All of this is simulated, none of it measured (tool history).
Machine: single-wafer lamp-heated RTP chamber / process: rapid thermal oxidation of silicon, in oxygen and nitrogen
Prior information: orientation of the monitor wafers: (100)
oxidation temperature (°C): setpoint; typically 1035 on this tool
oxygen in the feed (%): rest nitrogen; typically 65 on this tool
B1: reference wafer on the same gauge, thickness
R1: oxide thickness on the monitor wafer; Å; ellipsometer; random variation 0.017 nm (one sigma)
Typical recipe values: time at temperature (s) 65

run 1 hour=0.0 | oxidation_temperature_(°C)=1035 time_at_temperature_(s)=65 oxygen_in_the_feed_(%)=65 | B1=5.852 | R1=69.04
-- hour=8.5 pyrometer window cleaned and pyrometer calibrated
run 2 hour=23.5 | oxidation_temperature_(°C)=1035 time_at_temperature_(s)=65 oxygen_in_the_feed_(%)=65 | B1=5.854 | R1=66.38
run 3 hour=40.8 | oxidation_temperature_(°C)=1035 time_at_temperature_(s)=65 oxygen_in_the_feed_(%)=65 | B1=5.854 | R1=66.11
run 4 hour=75.4 | oxidation_temperature_(°C)=1035 time_at_temperature_(s)=65 oxygen_in_the_feed_(%)=44 | B1=5.849 | R1=57.87
run 5 hour=91.7 | oxidation_temperature_(°C)=1035 time_at_temperature_(s)=65 oxygen_in_the_feed_(%)=44 | B1=5.852 | R1=58.08
run 6 hour=112.0 | oxidation_temperature_(°C)=1035 time_at_temperature_(s)=65 oxygen_in_the_feed_(%)=44 | B1=5.854 | R1=58.48
run 7 hour=137.2 | oxidation_temperature_(°C)=1027 time_at_temperature_(s)=65 oxygen_in_the_feed_(%)=65 | B1=5.850 | R1=63.80
run 8 hour=151.7 | oxidation_temperature_(°C)=1035 time_at_temperature_(s)=46 oxygen_in_the_feed_(%)=65 | B1=5.848 | R1=58.03
-- hour=174.6 pyrometer window cleaned and pyrometer calibrated
run 9 hour=175.9 | oxidation_temperature_(°C)=1035 time_at_temperature_(s)=46 oxygen_in_the_feed_(%)=65 | B1=5.857 | R1=57.23
-- hour=181.6 gauge calibrated
-- hour=206.1 oxygen flow controller replaced
run 10 hour=206.6 | oxidation_temperature_(°C)=1035 time_at_temperature_(s)=46 oxygen_in_the_feed_(%)=65 | B1=5.857 | R1=57.13
run 11 hour=231.5 | oxidation_temperature_(°C)=1035 time_at_temperature_(s)=65 oxygen_in_the_feed_(%)=73 | B1=5.845 | R1=69.61
run 12 hour=245.8 | oxidation_temperature_(°C)=1060 time_at_temperature_(s)=93 oxygen_in_the_feed_(%)=65 | B1=5.851 | R1=93.22
run 13 hour=267.6 | oxidation_temperature_(°C)=1035 time_at_temperature_(s)=65 oxygen_in_the_feed_(%)=65 | B1=5.848 | R1=66.72

What does the tool deliver on the next run?
run 14 hour=292.2 | oxidation_temperature_(°C)=1057 time_at_temperature_(s)=51 oxygen_in_the_feed_(%)=40 | B1=? | R1=?

B1: 5.844
R1: 59.34 Å
If the tool had no hidden condition, the same run with the same run-to-run variation would have returned R1 58.35 Å.
